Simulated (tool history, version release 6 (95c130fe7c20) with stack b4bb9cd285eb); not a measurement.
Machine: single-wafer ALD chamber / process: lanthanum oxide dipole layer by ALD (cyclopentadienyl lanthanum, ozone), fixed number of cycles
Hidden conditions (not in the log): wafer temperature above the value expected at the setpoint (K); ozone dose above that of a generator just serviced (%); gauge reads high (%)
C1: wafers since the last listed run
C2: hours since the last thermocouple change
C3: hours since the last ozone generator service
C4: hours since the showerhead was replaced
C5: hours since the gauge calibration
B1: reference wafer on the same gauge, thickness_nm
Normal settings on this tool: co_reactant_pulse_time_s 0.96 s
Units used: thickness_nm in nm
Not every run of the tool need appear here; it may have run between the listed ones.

Run 1, hour 0: usual settings but co_reactant_pulse_time_s 1.21 s; C1 0; C2 3004.2; C3 962.6; C4 3810.3; C5 487.4; B1 0.421. Result: thickness_nm 0.498 nm.
Run 2, hour 83.2: usual settings; C1 1071; C2 3087.4; C3 1045.8; C4 3893.5; C5 570.6; B1 0.421. Result: thickness_nm 0.463 nm.
Run 3, hour 189.6: usual settings; C1 1369; C2 3193.8; C3 1152.2; C4 3999.9; C5 677; B1 0.42. Result: thickness_nm 0.46 nm.
Run 4, hour 261.4: usual settings but co_reactant_pulse_time_s 1.26 s; C1 924; C2 3265.6; C3 1224; C4 4071.7; C5 748.8; B1 0.421. Result: thickness_nm 0.503 nm.
Run 5, hour 331.1: usual settings; C1 897; C2 3335.3; C3 1293.7; C4 4141.4; C5 818.5; B1 0.421. Result: thickness_nm 0.456 nm.
At hour 421.3: gauge calibrated.
At hour 439.8: thermocouple changed; heater temperature recalibrated.
Run 6, hour 440.3: usual settings; C1 1302; C2 0.5; C3 1402.9; C4 4250.6; C5 19; B1 0.421. Result: thickness_nm 0.452 nm.
Run 7, hour 507.4: usual settings but co_reactant_pulse_time_s 1.07 s; C1 863; C2 67.6; C3 1470; C4 4317.7; C5 86.1; B1 0.422. Result: thickness_nm 0.473 nm.
At hour 559.6: ozone generator serviced.
Run 8, hour 577.8: usual settings but co_reactant_pulse_time_s 1.07 s; C1 803; C2 138; C3 18.2; C4 4388.1; C5 156.5; B1 0.421. Result: thickness_nm 0.491 nm.
Run 9, hour 638: usual settings but co_reactant_pulse_time_s 1.2 s; C1 774; C2 198.2; C3 78.4; C4 4448.3; C5 216.7; B1 0.421. Result: thickness_nm 0.508 nm.
At hour 728.7: showerhead replaced.
Run 10, hour 729.7: usual settings but co_reactant_pulse_time_s 1.16 s; C1 1077; C2 289.9; C3 170.1; C4 1; C5 308.4; B1 0.421. Result: thickness_nm 0.5 nm.
Run 11, hour 782.5: usual settings but co_reactant_pulse_time_s 0.7 s; C1 679; C2 342.7; C3 222.9; C4 53.8; C5 361.2; B1 0.421. Result: thickness_nm 0.4 nm.
Run 12, hour 854.5: usual settings but co_reactant_pulse_time_s 0.62 s; C1 926; C2 414.7; C3 294.9; C4 125.8; C5 433.2; B1 0.421. Result: thickness_nm 0.367 nm.
Run 13, hour 940.9: usual settings; C1 1112; C2 501.1; C3 381.3; C4 212.2; C5 519.6; B1 0.421. Result: thickness_nm 0.469 nm.
Run 14, hour 982.4: usual settings but co_reactant_pulse_time_s 0.81 s; C1 534; C2 542.6; C3 422.8; C4 253.7; C5 561.1; B1 0.421. Result: thickness_nm 0.426 nm.
Run 15, hour 1044.9: usual settings but co_reactant_pulse_time_s 1.13 s; C1 804; C2 605.1; C3 485.3; C4 316.2; C5 623.6; B1 0.421. Result: thickness_nm 0.492 nm.
Run 16, hour 1086.9: usual settings but co_reactant_pulse_time_s 0.66 s; C1 540; C2 647.1; C3 527.3; C4 358.2; C5 665.6; B1 0.421. Result: thickness_nm 0.377 nm.
Run 17, hour 1194.8: usual settings; C1 1389; C2 755; C3 635.2; C4 466.1; C5 773.5; B1 0.421. Result: thickness_nm 0.46 nm.
Run 18, hour 1280.9: usual settings but co_reactant_pulse_time_s 0.71 s; C1 1108; C2 841.1; C3 721.3; C4 552.2; C5 859.6; B1 0.421. Result: thickness_nm 0.396 nm.
Run 19, hour 1347.5: usual settings but co_reactant_pulse_time_s 0.84 s; C1 857; C2 907.7; C3 787.9; C4 618.8; C5 926.2; B1 0.421. Result: thickness_nm 0.436 nm.

Hidden condition of the tool, last listed run before each entry between runs versus first listed run after:
Run 5 -> run 6: gauge calibrated (hour 421.3); thermocouple changed; heater temperature recalibrated (hour 439.8)
  ozone dose above that of a generator just serviced (%): -8.89 -> -9.55
  difference, measured minus the result without the unlogged condition, thickness_nm: -0.018 -> -0.019 nm
Run 7 -> run 8: ozone generator serviced (hour 559.6)
  ozone dose above that of a generator just serviced (%): -9.96 -> -0.375
  difference, measured minus the result without the unlogged condition, thickness_nm: -0.018 -> -0.001 nm
Run 9 -> run 10: showerhead replaced (hour 728.7)
  ozone dose above that of a generator just serviced (%): -0.74 -> -1.29
  difference, measured minus the result without the unlogged condition, thickness_nm: -0.001 -> -0.002 nm
